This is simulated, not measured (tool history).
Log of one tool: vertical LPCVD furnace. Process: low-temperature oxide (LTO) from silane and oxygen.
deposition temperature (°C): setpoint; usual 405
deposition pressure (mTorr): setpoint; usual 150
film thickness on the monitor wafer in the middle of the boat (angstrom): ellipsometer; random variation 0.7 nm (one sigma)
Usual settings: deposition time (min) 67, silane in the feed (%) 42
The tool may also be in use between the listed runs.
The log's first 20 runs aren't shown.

run   hour  deposition temperature (°C)  deposition pressure (mTorr)  deposition time (min)  silane in the feed (%)  wafers since the last listed run  hours since the last temperature calibration  hours since the pressure gauge was zeroed  hours since the silane flow controller was replaced  hours since the gauge calibration  read-back reference wafer on the same gauge, thickness  film thickness on the monitor wafer in the middle of the boat (angstrom)
 21  305.2                          405                          150                   52.5                      42                               180                                          39.1                                      141.2                                               5866.9                               54.3                                                  515.85                                                                      3667
     339.4  -- silane flow controller replaced
 22  339.9                          405                          150                     67                      42                               119                                          73.8                                      175.9                                                  0.5                                 89                                                  516.12                                                                    4687.4
 23  344.5                          405                          150                     67                      42                                51                                          78.4                                      180.5                                                  5.1                               93.6                                                  516.01                                                                    4664.8
 24  349.1                          409                          175                   76.5                      36                                51                                            83                                      185.1                                                  9.7                               98.2                                                  515.99                                                                    5415.7
 25  353.7                          405                          170                     92                      42                                51                                          87.6                                      189.7                                                 14.3                              102.8                                                  515.99                                                                    7271.6
 26  360.3                          410                          150                     83                      35                                73                                          94.2                                      196.3                                                 20.9                              109.4                                                   515.9                                                                    4900.4
 27  374.5                          397                          150                   78.5                      47                               157                                         108.4                                      210.5                                                 35.1                              123.6                                                  516.08                                                                      5650
 28  391.6                          413                          140                     90                      36                               190                                         125.5                                      227.6                                                 52.2                              140.7                                                   515.9                                                                    5321.2
 29  404.6                          417                          150                     79                      42                               144                                         138.5                                      240.6                                                 65.2                              153.7                                                  515.94                                                                    6234.8
 30  457.6                          405                          150                     67                      42                               589                                         191.5                                      293.6                                                118.2                              206.7                                                  515.95                                                                    4680.7

5 ways to go on from here, each from the tool as it stands after run 30. What would each give?
  A  462.3                          409                          150                     67                      42                                52                                         196.2                                      298.3                                                122.9                              211.4                                                       ?                                                                         ?
  B  462.3                          412                          125                     45                      36                                52                                         196.2                                      298.3                                                122.9                              211.4                                                       ?                                                                         ?
  C  462.3                          398                          130                     41                      49                                52                                         196.2                                      298.3                                                122.9                              211.4                                                       ?                                                                         ?
  D  462.3                          397                          120                     53                      42                                52                                         196.2                                      298.3                                                122.9                              211.4                                                       ?                                                                         ?
  E  462.3                          414                          180                   74.5                      37                                52                                         196.2                                      298.3                                                122.9                              211.4                                                       ?                                                                         ?

run  read-back reference wafer on the same gauge, thickness  film thickness on the monitor wafer in the middle of the boat (angstrom)
  A                                                  515.95                                                                    4879.1
  B                                                  515.95                                                                    2348.3
  C                                                  515.95                                                                    2688.6
  D                                                  515.95                                                                    2715.1
  E                                                  515.95                                                                    5919.8
Without the tool's hidden state the same runs would have given:
run  film thickness on the monitor wafer in the middle of the boat (angstrom)
  A                                                                      4862
  B                                                                    2339.8
  C                                                                    2679.3
  D                                                                    2705.1
  E                                                                    5898.7
